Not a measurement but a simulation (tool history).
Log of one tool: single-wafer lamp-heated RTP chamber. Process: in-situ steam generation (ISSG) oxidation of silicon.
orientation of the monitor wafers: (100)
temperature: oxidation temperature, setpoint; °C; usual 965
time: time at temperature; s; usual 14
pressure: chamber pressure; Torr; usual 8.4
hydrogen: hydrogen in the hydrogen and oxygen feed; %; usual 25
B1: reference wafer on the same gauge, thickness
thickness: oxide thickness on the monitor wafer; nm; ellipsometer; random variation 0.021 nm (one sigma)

run 1 hour=0 | temperature=965 time=14 pressure=8.4 hydrogen=31 | B1=4.543 | thickness=4.304
run 2 hour=26 | temperature=965 time=14 pressure=8.4 hydrogen=25 | B1=4.537 | thickness=4.078
run 3 hour=96.5 | temperature=965 time=14 pressure=8.4 hydrogen=25 | B1=4.543 | thickness=4.092
run 4 hour=121.6 | temperature=965 time=14 pressure=8.4 hydrogen=25 | B1=4.545 | thickness=4.117
run 5 hour=184.8 | temperature=965 time=14 pressure=8.4 hydrogen=25 | B1=4.529 | thickness=4.14
run 6 hour=221.2 | temperature=965 time=16 pressure=8.4 hydrogen=25 | B1=4.536 | thickness=4.3
run 7 hour=269.1 | temperature=965 time=16 pressure=8.4 hydrogen=25 | B1=4.538 | thickness=4.261
run 8 hour=316.3 | temperature=965 time=16 pressure=8.4 hydrogen=25 | B1=4.532 | thickness=4.28
run 9 hour=348.1 | temperature=965 time=14 pressure=8.4 hydrogen=25 | B1=4.547 | thickness=4.101
run 10 hour=404.4 | temperature=965 time=14 pressure=8.4 hydrogen=27 | B1=4.543 | thickness=4.184
run 11 hour=584.8 | temperature=965 time=14 pressure=8.4 hydrogen=25 | B1=4.541 | thickness=4.108
run 12 hour=637.3 | temperature=965 time=12 pressure=7.8 hydrogen=25 | B1=4.539 | thickness=3.853
run 13 hour=736 | temperature=979 time=14 pressure=7.6 hydrogen=32 | B1=4.538 | thickness=4.626
run 14 hour=790.6 | temperature=947 time=16 pressure=9 hydrogen=32 | B1=4.532 | thickness=4.41
run 15 hour=827.7 | temperature=981 time=18 pressure=7.9 hydrogen=32 | B1=4.535 | thickness=5.261
run 16 hour=860.3 | temperature=965 time=14 pressure=8.4 hydrogen=25 | B1=4.539 | thickness=4.038
run 17 hour=895.3 | temperature=972 time=17 pressure=8.4 hydrogen=25 | B1=4.538 | thickness=4.469
run 18 hour=920.6 | temperature=965 time=14 pressure=7.4 hydrogen=25 | B1=4.54 | thickness=4.081
run 19 hour=949.8 | temperature=965 time=14 pressure=8.4 hydrogen=25 | B1=4.54 | thickness=4.061
run 20 hour=1017.9 | temperature=965 time=14 pressure=8.4 hydrogen=25 | B1=4.535 | thickness=4.109

Taken out of this log: 6 entries between the listed runs. Where each belongs, and how the hidden state differs across it:
Between runs 5 and 6: pyrometer window cleaned and pyrometer calibrated (hour 203)
  true wafer temperature minus pyrometer reading, K: 8.42 -> 0.835
  measured less the result without the state, thickness: +0.101 -> +0.011 nm
Between runs 9 and 10: pressure gauge zeroed (hour 379.6)
  true wafer temperature minus pyrometer reading, K: 4.63 -> 6.32
  measured less the result without the state, thickness: +0.055 -> +0.076 nm
Between runs 10 and 11: hydrogen flow controller replaced (hour 441); gauge calibrated (hour 465); pyrometer window cleaned and pyrometer calibrated (hour 517.6)
  true wafer temperature minus pyrometer reading, K: 6.32 -> 3.4
  measured less the result without the state, thickness: +0.076 -> +0.04 nm
Between runs 15 and 16: pyrometer window cleaned and pyrometer calibrated (hour 842.7)
  true wafer temperature minus pyrometer reading, K: 10.7 -> 0.716
  measured less the result without the state, thickness: +0.2 -> +0.009 nm

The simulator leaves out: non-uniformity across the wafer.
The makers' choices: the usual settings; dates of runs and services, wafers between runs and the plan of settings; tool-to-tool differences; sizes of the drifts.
